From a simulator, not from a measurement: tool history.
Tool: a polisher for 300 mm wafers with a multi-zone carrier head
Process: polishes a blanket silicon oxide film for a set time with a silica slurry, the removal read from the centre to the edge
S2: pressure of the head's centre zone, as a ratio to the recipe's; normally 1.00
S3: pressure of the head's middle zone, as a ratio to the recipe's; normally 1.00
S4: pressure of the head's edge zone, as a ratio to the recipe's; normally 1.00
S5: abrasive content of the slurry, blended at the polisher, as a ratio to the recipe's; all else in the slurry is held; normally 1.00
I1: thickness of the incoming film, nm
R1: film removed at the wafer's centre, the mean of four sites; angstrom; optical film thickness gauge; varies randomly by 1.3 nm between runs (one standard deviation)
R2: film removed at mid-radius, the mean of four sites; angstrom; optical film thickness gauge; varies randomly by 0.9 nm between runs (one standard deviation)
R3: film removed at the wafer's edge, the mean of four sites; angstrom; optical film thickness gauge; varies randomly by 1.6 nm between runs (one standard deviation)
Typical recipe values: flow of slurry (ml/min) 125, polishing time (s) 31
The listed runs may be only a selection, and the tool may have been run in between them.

Run 1, day 0.000: usual settings; I1 1352.8. Result: R1 1214 angstrom, R2 1176 angstrom, R3 1190 angstrom.
At day 0.246: carrier head's membrane replaced by a new one, of another model than before.
Run 2, day 2.538: usual settings but flow of slurry (ml/min) 100, S2 0.92; I1 1370.1. Result: R1 1067 angstrom, R2 1106 angstrom, R3 1142 angstrom.
Run 3, day 5.246: usual settings but flow of slurry (ml/min) 100, S2 0.92; I1 1343.1. Result: R1 1034 angstrom, R2 1075 angstrom, R3 1167 angstrom.
At day 6.379: slurry nozzle cleaned.
Run 4, day 7.758: usual settings; I1 1369.8. Result: R1 1142 angstrom, R2 1123 angstrom, R3 1143 angstrom.
Run 5, day 9.138: usual settings but flow of slurry (ml/min) 85, S5 1.10; I1 1375.9. Result: R1 1018 angstrom, R2 1015 angstrom, R3 1085 angstrom.
Run 6, day 10.229: usual settings; I1 1374.2. Result: R1 1138 angstrom, R2 1090 angstrom, R3 1133 angstrom.
At day 10.883: worn pad replaced by a new one.
Run 7, day 12.438: usual settings but S2 0.92, S4 0.97, S5 1.25; I1 1357.7. Result: R1 1232 angstrom, R2 1257 angstrom, R3 1272 angstrom.
Run 8, day 13.492: usual settings but flow of slurry (ml/min) 95, S2 1.11, S3 1.06, S4 0.94; I1 1351.1. Result: R1 1188 angstrom, R2 1102 angstrom, R3 1097 angstrom.
Run 9, day 14.812: usual settings but S3 1.10, polishing time (s) 21; I1 1361.4. Result: R1 806 angstrom, R2 839 angstrom, R3 808 angstrom.
At day 15.742: edge zone pressure recalibrated.
Run 10, day 16.079: usual settings; I1 1382.6. Result: R1 1170 angstrom, R2 1166 angstrom, R3 1179 angstrom.
Run 11, day 17.554: usual settings; I1 1362.8. Result: R1 1175 angstrom, R2 1124 angstrom, R3 1173 angstrom.
Run 12, day 18.625: usual settings but S4 0.88; I1 1381.6. Result: R1 1161 angstrom, R2 1136 angstrom, R3 1086 angstrom.
Run 13, day 21.250: usual settings but S5 1.10; I1 1384.9. Result: R1 1172 angstrom, R2 1150 angstrom, R3 1192 angstrom.
At day 21.604: centre zone pressure recalibrated.
At day 22.138: worn pad replaced by a new one.
Run 14, day 22.475: usual settings but S3 0.88, polishing time (s) 34; I1 1377.8. Result: R1 1346 angstrom, R2 1185 angstrom, R3 1338 angstrom.
Run 15, day 23.708: usual settings but S2 0.96, S4 1.08, polishing time (s) 25; I1 1373.4. Result: R1 955 angstrom, R2 949 angstrom, R3 1008 angstrom.
Run 16, day 26.350: usual settings; I1 1366.0. Result: R1 1233 angstrom, R2 1179 angstrom, R3 1196 angstrom.
Run 17, day 27.804: usual settings but S2 0.92, S3 0.92, S5 1.30; I1 1365.0. Result: R1 1234 angstrom, R2 1240 angstrom, R3 1295 angstrom.
Run 18, day 29.717: usual settings but flow of slurry (ml/min) 85, S2 0.92, S4 1.10; I1 1369.5. Result: R1 962 angstrom, R2 1007 angstrom, R3 1147 angstrom.
Run 19, day 31.804: usual settings but S2 0.92, S5 0.80; I1 1384.3. Result: R1 1017 angstrom, R2 1026 angstrom, R3 1057 angstrom.
Run 20, day 33.321: usual settings but S5 1.25, polishing time (s) 36; I1 1398.9. Result: R1 1435 angstrom, R2 1390 angstrom, R3 1422 angstrom.
At day 33.875: worn pad replaced by a new one.
Run 21, day 35.296: usual settings; I1 1376.6. Result: R1 1191 angstrom, R2 1177 angstrom, R3 1198 angstrom.

Consider 4 possible next runs. They are alternatives, not a sequence: every one starts from the tool as it was left by run 21. What does each give?
Run A, day 35.312: usual settings but S3 1.05; I1 1365.1. Result: R1 ?, R2 ?, R3 ?.
Run B, day 35.312: usual settings but flow of slurry (ml/min) 85, S4 0.92, S5 0.75; I1 1365.1. Result: R1 ?, R2 ?, R3 ?.
Run C, day 35.312: usual settings but S2 1.03; I1 1365.1. Result: R1 ?, R2 ?, R3 ?.
Run D, day 35.312: usual settings but S5 0.85, polishing time (s) 24; I1 1365.1. Result: R1 ?, R2 ?, R3 ?.

run    R1    R2    R3
  A  1231  1221  1220
  B   956   940   968
  C  1254  1187  1221
  D   895   864   888
With the hidden condition removed and each run's random variation left untouched, the same runs would have given:
run    R1    R2    R3
  A  1232  1223  1221
  B   957   941   969
  C  1256  1188  1222
  D   896   865   889
